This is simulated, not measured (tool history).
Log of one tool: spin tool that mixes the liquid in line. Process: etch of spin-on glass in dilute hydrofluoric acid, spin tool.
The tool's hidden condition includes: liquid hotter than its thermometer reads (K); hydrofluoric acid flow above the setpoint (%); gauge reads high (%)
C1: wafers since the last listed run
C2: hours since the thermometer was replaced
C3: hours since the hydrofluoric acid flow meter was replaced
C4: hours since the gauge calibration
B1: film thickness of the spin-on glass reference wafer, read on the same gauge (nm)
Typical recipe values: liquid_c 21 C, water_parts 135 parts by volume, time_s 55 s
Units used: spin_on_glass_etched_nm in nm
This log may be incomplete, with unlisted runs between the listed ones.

{"run": 1, "hour": 0.0, "liquid_c": 21, "water_parts": 135, "time_s": 55, "C1": 0, "C2": 2003.7, "C3": 132, "C4": 390, "B1": 79.98, "spin_on_glass_etched_nm": 14.07}
{"run": 2, "hour": 63.3, "liquid_c": 21, "water_parts": 135, "time_s": 55, "C1": 1158, "C2": 2067, "C3": 195.3, "C4": 453.3, "B1": 79.98, "spin_on_glass_etched_nm": 14.23}
{"run": 3, "hour": 120.9, "liquid_c": 21, "water_parts": 135, "time_s": 55, "C1": 1053, "C2": 2124.6, "C3": 252.9, "C4": 510.9, "B1": 79.99, "spin_on_glass_etched_nm": 14.17}
{"run": 4, "hour": 218.9, "liquid_c": 21, "water_parts": 110, "time_s": 75, "C1": 1792, "C2": 2222.6, "C3": 350.9, "C4": 608.9, "B1": 80, "spin_on_glass_etched_nm": 24.94}
{"run": 5, "hour": 320.0, "liquid_c": 21, "water_parts": 135, "time_s": 75, "C1": 1849, "C2": 2323.7, "C3": 452, "C4": 710, "B1": 79.98, "spin_on_glass_etched_nm": 19.38}
{"hour": 355.7, "done": "hydrofluoric acid flow meter replaced"}
{"run": 6, "hour": 374.6, "liquid_c": 21, "water_parts": 135, "time_s": 75, "C1": 980, "C2": 2378.3, "C3": 18.9, "C4": 764.6, "B1": 79.99, "spin_on_glass_etched_nm": 19.41}
{"run": 7, "hour": 457.6, "liquid_c": 21, "water_parts": 135, "time_s": 75, "C1": 1518, "C2": 2461.3, "C3": 101.9, "C4": 847.6, "B1": 79.97, "spin_on_glass_etched_nm": 19.7}
{"run": 8, "hour": 558.8, "liquid_c": 21, "water_parts": 135, "time_s": 55, "C1": 1851, "C2": 2562.5, "C3": 203.1, "C4": 948.8, "B1": 80, "spin_on_glass_etched_nm": 14.31}
{"run": 9, "hour": 623.1, "liquid_c": 21, "water_parts": 135, "time_s": 55, "C1": 1176, "C2": 2626.8, "C3": 267.4, "C4": 1013.1, "B1": 79.95, "spin_on_glass_etched_nm": 14.53}
{"run": 10, "hour": 673.2, "liquid_c": 17, "water_parts": 135, "time_s": 90, "C1": 916, "C2": 2676.9, "C3": 317.5, "C4": 1063.2, "B1": 80.06, "spin_on_glass_etched_nm": 20.22}
{"hour": 712.6, "done": "gauge calibrated"}
{"run": 11, "hour": 726.3, "liquid_c": 21, "water_parts": 170, "time_s": 85, "C1": 971, "C2": 2730, "C3": 370.6, "C4": 13.7, "B1": 79.93, "spin_on_glass_etched_nm": 17.08}
{"hour": 763.8, "done": "thermometer replaced"}
{"run": 12, "hour": 802.2, "liquid_c": 24, "water_parts": 85, "time_s": 70, "C1": 1370, "C2": 38.4, "C3": 446.5, "C4": 89.6, "B1": 80.06, "spin_on_glass_etched_nm": 31.22}
{"hour": 809.7, "done": "hydrofluoric acid flow meter replaced"}
{"run": 13, "hour": 864.0, "liquid_c": 21, "water_parts": 135, "time_s": 55, "C1": 1112, "C2": 100.2, "C3": 54.3, "C4": 151.4, "B1": 79.97, "spin_on_glass_etched_nm": 12.8}
{"run": 14, "hour": 912.9, "liquid_c": 21, "water_parts": 105, "time_s": 20, "C1": 894, "C2": 149.1, "C3": 103.2, "C4": 200.3, "B1": 79.98, "spin_on_glass_etched_nm": 6.27}
{"run": 15, "hour": 1013.3, "liquid_c": 19, "water_parts": 135, "time_s": 40, "C1": 1836, "C2": 249.5, "C3": 203.6, "C4": 300.7, "B1": 80.03, "spin_on_glass_etched_nm": 8.79}
{"run": 16, "hour": 1073.4, "liquid_c": 21, "water_parts": 135, "time_s": 75, "C1": 1099, "C2": 309.6, "C3": 263.7, "C4": 360.8, "B1": 79.97, "spin_on_glass_etched_nm": 17.86}
{"run": 17, "hour": 1163.1, "liquid_c": 21, "water_parts": 135, "time_s": 55, "C1": 1641, "C2": 399.3, "C3": 353.4, "C4": 450.5, "B1": 80, "spin_on_glass_etched_nm": 12.97}
{"hour": 1211.7, "done": "hydrofluoric acid flow meter replaced"}
{"run": 18, "hour": 1236.5, "liquid_c": 17, "water_parts": 200, "time_s": 80, "C1": 1324, "C2": 472.7, "C3": 24.8, "C4": 523.9, "B1": 80.02, "spin_on_glass_etched_nm": 10.25}
{"run": 19, "hour": 1328.2, "liquid_c": 21, "water_parts": 170, "time_s": 55, "C1": 1677, "C2": 564.4, "C3": 116.5, "C4": 615.6, "B1": 79.96, "spin_on_glass_etched_nm": 10.1}

Predict each of these 3 candidate next runs independently; none follows another, all start after run 19:
{"run": "A", "hour": 1328.6, "liquid_c": 21, "water_parts": 135, "time_s": 55, "C1": 7, "C2": 564.8, "C3": 116.9, "C4": 616, "B1": "?", "spin_on_glass_etched_nm": "?"}
{"run": "B", "hour": 1328.6, "liquid_c": 21, "water_parts": 105, "time_s": 55, "C1": 7, "C2": 564.8, "C3": 116.9, "C4": 616, "B1": "?", "spin_on_glass_etched_nm": "?"}
{"run": "C", "hour": 1328.6, "liquid_c": 21, "water_parts": 95, "time_s": 40, "C1": 7, "C2": 564.8, "C3": 116.9, "C4": 616, "B1": "?", "spin_on_glass_etched_nm": "?"}

run=A B1=80.01 spin_on_glass_etched_nm=13.06
run=B B1=80.01 spin_on_glass_etched_nm=17.37
run=C B1=80.01 spin_on_glass_etched_nm=14.13
With no hidden state in the tool, these same runs would have given:
run=A spin_on_glass_etched_nm=12.73
run=B spin_on_glass_etched_nm=16.92
run=C spin_on_glass_etched_nm=13.76
